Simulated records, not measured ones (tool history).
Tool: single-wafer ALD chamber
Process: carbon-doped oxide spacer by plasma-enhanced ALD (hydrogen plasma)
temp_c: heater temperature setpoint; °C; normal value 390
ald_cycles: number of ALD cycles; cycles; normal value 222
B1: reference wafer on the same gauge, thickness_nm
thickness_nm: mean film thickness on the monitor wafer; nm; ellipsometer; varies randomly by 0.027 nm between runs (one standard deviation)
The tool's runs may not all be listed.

run 1 hour=0 | temp_c=390 ald_cycles=222 | B1=9.733 | thickness_nm=10.827
run 2 hour=16.9 | temp_c=390 ald_cycles=222 | B1=9.741 | thickness_nm=10.82
run 3 hour=32.5 | temp_c=390 ald_cycles=222 | B1=9.748 | thickness_nm=10.859
run 4 hour=49.3 | temp_c=398 ald_cycles=211 | B1=9.746 | thickness_nm=10.294
run 5 hour=65.2 | temp_c=390 ald_cycles=222 | B1=9.757 | thickness_nm=10.849
run 6 hour=73.5 | temp_c=390 ald_cycles=222 | B1=9.76 | thickness_nm=10.866
run 7 hour=82.7 | temp_c=390 ald_cycles=222 | B1=9.76 | thickness_nm=10.86
run 8 hour=89.1 | temp_c=390 ald_cycles=191 | B1=9.763 | thickness_nm=9.324
-- hour=103.6 gauge calibrated
run 9 hour=104.8 | temp_c=390 ald_cycles=191 | B1=9.715 | thickness_nm=9.283
run 10 hour=114.4 | temp_c=390 ald_cycles=244 | B1=9.717 | thickness_nm=11.906
-- hour=137.5 thermocouple changed; heater temperature recalibrated
run 11 hour=138 | temp_c=379 ald_cycles=196 | B1=9.719 | thickness_nm=9.574
run 12 hour=140.3 | temp_c=390 ald_cycles=192 | B1=9.724 | thickness_nm=9.325
run 13 hour=154.8 | temp_c=390 ald_cycles=222 | B1=9.729 | thickness_nm=10.811
run 14 hour=163.5 | temp_c=385 ald_cycles=196 | B1=9.732 | thickness_nm=9.538
run 15 hour=180.1 | temp_c=385 ald_cycles=199 | B1=9.748 | thickness_nm=9.675
run 16 hour=206.9 | temp_c=390 ald_cycles=222 | B1=9.744 | thickness_nm=10.898
run 17 hour=236.1 | temp_c=383 ald_cycles=205 | B1=9.766 | thickness_nm=10.034
run 18 hour=244 | temp_c=390 ald_cycles=222 | B1=9.771 | thickness_nm=10.899
run 19 hour=259.2 | temp_c=382 ald_cycles=193 | B1=9.772 | thickness_nm=9.418
run 20 hour=268.2 | temp_c=399 ald_cycles=242 | B1=9.776 | thickness_nm=11.882
run 21 hour=277.1 | temp_c=376 ald_cycles=252 | B1=9.775 | thickness_nm=12.301
run 22 hour=292.3 | temp_c=383 ald_cycles=206 | B1=9.775 | thickness_nm=10.125
run 23 hour=308.6 | temp_c=398 ald_cycles=260 | B1=9.787 | thickness_nm=12.707
run 24 hour=322.4 | temp_c=390 ald_cycles=196 | B1=9.792 | thickness_nm=9.594
run 25 hour=331 | temp_c=381 ald_cycles=208 | B1=9.795 | thickness_nm=10.226

Hidden state or all else? Some run-to-run changes of thickness_nm, split into what the settings, what came in and random variation would give without the hidden state, and what is left for the hidden state (with any gauge scatter that isn't in both results):
Hidden state at play: wafer temperature above the value expected at the setpoint (K); gauge reads high (%).
Run 8 -> 9: gauge calibrated. thickness_nm -0.041 nm: hidden state -0.052, all else +0.011.
Run 9 -> 10: ald_cycles 191 -> 244. thickness_nm +2.623 nm: hidden state +0.007, all else +2.616.
Run 22 -> 23: temp_c 383 -> 398, ald_cycles 206 -> 260. thickness_nm +2.582 nm: hidden state +0.029, all else +2.553.
Run 23 -> 24: temp_c 398 -> 390, ald_cycles 260 -> 196. thickness_nm -3.113 nm: hidden state -0.023, all else -3.09.
